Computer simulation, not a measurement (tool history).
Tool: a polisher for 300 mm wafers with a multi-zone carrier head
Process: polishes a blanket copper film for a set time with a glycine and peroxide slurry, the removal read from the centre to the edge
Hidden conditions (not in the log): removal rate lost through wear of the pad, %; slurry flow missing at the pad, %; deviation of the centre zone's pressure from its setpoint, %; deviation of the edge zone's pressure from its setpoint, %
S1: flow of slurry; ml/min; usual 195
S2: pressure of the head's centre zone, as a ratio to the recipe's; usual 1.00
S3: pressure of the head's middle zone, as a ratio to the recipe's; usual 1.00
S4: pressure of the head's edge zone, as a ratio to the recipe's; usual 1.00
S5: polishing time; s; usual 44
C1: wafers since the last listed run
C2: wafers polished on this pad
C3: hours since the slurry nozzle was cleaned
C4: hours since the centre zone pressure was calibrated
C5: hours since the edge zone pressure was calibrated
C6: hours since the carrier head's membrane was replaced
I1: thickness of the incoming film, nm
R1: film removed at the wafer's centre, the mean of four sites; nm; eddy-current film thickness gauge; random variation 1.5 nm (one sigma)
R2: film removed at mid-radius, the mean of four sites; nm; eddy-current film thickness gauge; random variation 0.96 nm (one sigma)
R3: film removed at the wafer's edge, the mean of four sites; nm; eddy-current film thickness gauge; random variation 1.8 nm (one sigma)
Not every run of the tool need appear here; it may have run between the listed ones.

{"run": 1, "hour": 0.0, "S1": 195, "S2": 1.0, "S3": 1.0, "S4": 1.0, "S5": 34, "C1": 0, "C2": 928, "C3": 68.1, "C4": 982.5, "C5": 1018.7, "C6": 1668.9, "I1": 2385.1, "R1": 123.9, "R2": 119.3, "R3": 116.9}
{"hour": 46.3, "done": "worn pad replaced by a new one"}
{"run": 2, "hour": 60.9, "S1": 195, "S2": 1.0, "S3": 1.0, "S4": 1.0, "S5": 34, "C1": 475, "C2": 121, "C3": 129.0, "C4": 1043.4, "C5": 1079.6, "C6": 1729.8, "I1": 2378.3, "R1": 122.0, "R2": 119.0, "R3": 119.6}
{"run": 3, "hour": 90.4, "S1": 195, "S2": 1.0, "S3": 1.0, "S4": 1.0, "S5": 34, "C1": 246, "C2": 368, "C3": 158.5, "C4": 1072.9, "C5": 1109.1, "C6": 1759.3, "I1": 2416.7, "R1": 120.8, "R2": 119.1, "R3": 118.5}
{"run": 4, "hour": 118.5, "S1": 160, "S2": 1.0, "S3": 1.0, "S4": 0.97, "S5": 44, "C1": 235, "C2": 603, "C3": 186.6, "C4": 1101.0, "C5": 1137.2, "C6": 1787.4, "I1": 2414.3, "R1": 150.7, "R2": 150.4, "R3": 146.5}
{"run": 5, "hour": 152.4, "S1": 160, "S2": 1.0, "S3": 1.0, "S4": 0.97, "S5": 44, "C1": 283, "C2": 887, "C3": 220.5, "C4": 1134.9, "C5": 1171.1, "C6": 1821.3, "I1": 2386.7, "R1": 151.6, "R2": 150.2, "R3": 146.2}
{"hour": 172.6, "done": "carrier head's membrane replaced by a new one"}
{"hour": 204.3, "done": "worn pad replaced by a new one"}
{"run": 6, "hour": 208.8, "S1": 195, "S2": 1.0, "S3": 1.08, "S4": 1.0, "S5": 44, "C1": 396, "C2": 37, "C3": 276.9, "C4": 1191.3, "C5": 1227.5, "C6": 36.2, "I1": 2378.6, "R1": 154.6, "R2": 161.7, "R3": 152.6}
{"hour": 233.8, "done": "edge zone pressure recalibrated"}
{"run": 7, "hour": 234.3, "S1": 175, "S2": 1.0, "S3": 1.08, "S4": 1.05, "S5": 34, "C1": 196, "C2": 234, "C3": 302.4, "C4": 1216.8, "C5": 0.5, "C6": 61.7, "I1": 2397.0, "R1": 117.8, "R2": 124.5, "R3": 119.6}
{"run": 8, "hour": 254.8, "S1": 195, "S2": 1.0, "S3": 1.0, "S4": 0.93, "S5": 49, "C1": 171, "C2": 405, "C3": 322.9, "C4": 1237.3, "C5": 21.0, "C6": 82.2, "I1": 2412.2, "R1": 173.6, "R2": 173.3, "R3": 165.2}
{"run": 9, "hour": 289.9, "S1": 195, "S2": 1.0, "S3": 0.96, "S4": 1.0, "S5": 44, "C1": 293, "C2": 699, "C3": 358.0, "C4": 1272.4, "C5": 56.1, "C6": 117.3, "I1": 2360.6, "R1": 158.8, "R2": 153.4, "R3": 153.6}
{"run": 10, "hour": 316.5, "S1": 195, "S2": 1.0, "S3": 1.0, "S4": 1.0, "S5": 44, "C1": 222, "C2": 922, "C3": 384.6, "C4": 1299.0, "C5": 82.7, "C6": 143.9, "I1": 2384.2, "R1": 158.1, "R2": 155.1, "R3": 151.3}
{"hour": 326.4, "done": "centre zone pressure recalibrated"}
{"run": 11, "hour": 329.3, "S1": 195, "S2": 1.0, "S3": 1.0, "S4": 1.09, "S5": 39, "C1": 90, "C2": 1012, "C3": 397.4, "C4": 2.9, "C5": 95.5, "C6": 156.7, "I1": 2384.1, "R1": 141.0, "R2": 139.0, "R3": 141.8}
{"hour": 350.8, "done": "worn pad replaced by a new one"}
{"hour": 357.9, "done": "slurry nozzle cleaned"}
{"run": 12, "hour": 361.0, "S1": 195, "S2": 1.0, "S3": 0.91, "S4": 1.0, "S5": 44, "C1": 223, "C2": 76, "C3": 3.1, "C4": 34.6, "C5": 127.2, "C6": 188.4, "I1": 2345.1, "R1": 158.1, "R2": 144.5, "R3": 154.2}
{"run": 13, "hour": 388.0, "S1": 195, "S2": 1.0, "S3": 1.0, "S4": 1.0, "S5": 44, "C1": 225, "C2": 302, "C3": 30.1, "C4": 61.6, "C5": 154.2, "C6": 215.4, "I1": 2396.6, "R1": 161.9, "R2": 156.3, "R3": 155.3}
{"run": 14, "hour": 410.5, "S1": 145, "S2": 1.0, "S3": 1.0, "S4": 1.0, "S5": 44, "C1": 188, "C2": 490, "C3": 52.6, "C4": 84.1, "C5": 176.7, "C6": 237.9, "I1": 2375.6, "R1": 146.9, "R2": 145.6, "R3": 144.8}
{"run": 15, "hour": 426.4, "S1": 240, "S2": 0.91, "S3": 1.0, "S4": 1.09, "S5": 44, "C1": 132, "C2": 623, "C3": 68.5, "C4": 100.0, "C5": 192.6, "C6": 253.8, "I1": 2356.2, "R1": 148.3, "R2": 160.5, "R3": 163.0}
{"run": 16, "hour": 449.4, "S1": 195, "S2": 1.0, "S3": 0.91, "S4": 1.0, "S5": 44, "C1": 192, "C2": 815, "C3": 91.5, "C4": 123.0, "C5": 215.6, "C6": 276.8, "I1": 2367.9, "R1": 156.5, "R2": 148.4, "R3": 148.1}
{"run": 17, "hour": 477.4, "S1": 195, "S2": 1.0, "S3": 1.0, "S4": 1.0, "S5": 44, "C1": 234, "C2": 1050, "C3": 119.5, "C4": 151.0, "C5": 243.6, "C6": 304.8, "I1": 2402.0, "R1": 157.1, "R2": 156.0, "R3": 149.5}
{"hour": 505.9, "done": "worn pad replaced by a new one"}
{"run": 18, "hour": 548.9, "S1": 195, "S2": 1.1, "S3": 1.05, "S4": 1.0, "S5": 44, "C1": 564, "C2": 359, "C3": 191.0, "C4": 222.5, "C5": 315.1, "C6": 376.3, "I1": 2363.1, "R1": 175.4, "R2": 160.1, "R3": 154.6}
{"run": 19, "hour": 582.4, "S1": 195, "S2": 1.0, "S3": 1.0, "S4": 1.0, "S5": 44, "C1": 280, "C2": 639, "C3": 224.5, "C4": 256.0, "C5": 348.6, "C6": 409.8, "I1": 2379.1, "R1": 157.6, "R2": 154.2, "R3": 149.5}
{"run": 20, "hour": 601.2, "S1": 195, "S2": 0.91, "S3": 0.92, "S4": 1.0, "S5": 35, "C1": 157, "C2": 796, "C3": 243.3, "C4": 274.8, "C5": 367.4, "C6": 428.6, "I1": 2390.9, "R1": 114.3, "R2": 117.6, "R3": 120.2}
{"run": 21, "hour": 628.1, "S1": 195, "S2": 0.91, "S3": 1.0, "S4": 0.94, "S5": 44, "C1": 225, "C2": 1021, "C3": 270.2, "C4": 301.7, "C5": 394.3, "C6": 455.5, "I1": 2357.6, "R1": 143.2, "R2": 154.6, "R3": 146.6}

Consider 5 possible next runs. They are alternatives, not a sequence: every one starts from the tool as it was left by run 21. What does each give?
{"run": "A", "hour": 628.5, "S1": 195, "S2": 1.0, "S3": 1.0, "S4": 1.0, "S5": 44, "C1": 3, "C2": 1025, "C3": 270.6, "C4": 302.1, "C5": 394.7, "C6": 455.9, "I1": 2391.9, "R1": "?", "R2": "?", "R3": "?"}
{"run": "B", "hour": 628.5, "S1": 195, "S2": 1.12, "S3": 1.0, "S4": 1.04, "S5": 52, "C1": 3, "C2": 1025, "C3": 270.6, "C4": 302.1, "C5": 394.7, "C6": 455.9, "I1": 2391.9, "R1": "?", "R2": "?", "R3": "?"}
{"run": "C", "hour": 628.5, "S1": 240, "S2": 1.0, "S3": 1.0, "S4": 1.0, "S5": 44, "C1": 3, "C2": 1025, "C3": 270.6, "C4": 302.1, "C5": 394.7, "C6": 455.9, "I1": 2391.9, "R1": "?", "R2": "?", "R3": "?"}
{"run": "D", "hour": 628.5, "S1": 195, "S2": 1.0, "S3": 1.0, "S4": 0.95, "S5": 44, "C1": 3, "C2": 1025, "C3": 270.6, "C4": 302.1, "C5": 394.7, "C6": 455.9, "I1": 2391.9, "R1": "?", "R2": "?", "R3": "?"}
{"run": "E", "hour": 628.5, "S1": 195, "S2": 1.05, "S3": 1.0, "S4": 0.91, "S5": 44, "C1": 3, "C2": 1025, "C3": 270.6, "C4": 302.1, "C5": 394.7, "C6": 455.9, "I1": 2391.9, "R1": "?", "R2": "?", "R3": "?"}

run=A R1=160.7 R2=156.2 R3=152.1
run=B R1=212.9 R2=184.5 R3=183.2
run=C R1=166.1 R2=160.9 R3=155.5
run=D R1=160.7 R2=156.2 R3=148.4
run=E R1=168.8 R2=156.2 R3=145.5
The same runs, with their run-to-run variation unchanged, on a tool lacking any hidden condition would have given:
run=A R1=160.7 R2=156.2 R3=152.1
run=B R1=212.9 R2=184.5 R3=183.2
run=C R1=166.1 R2=160.9 R3=155.5
run=D R1=160.7 R2=156.2 R3=148.4
run=E R1=168.8 R2=156.2 R3=145.5
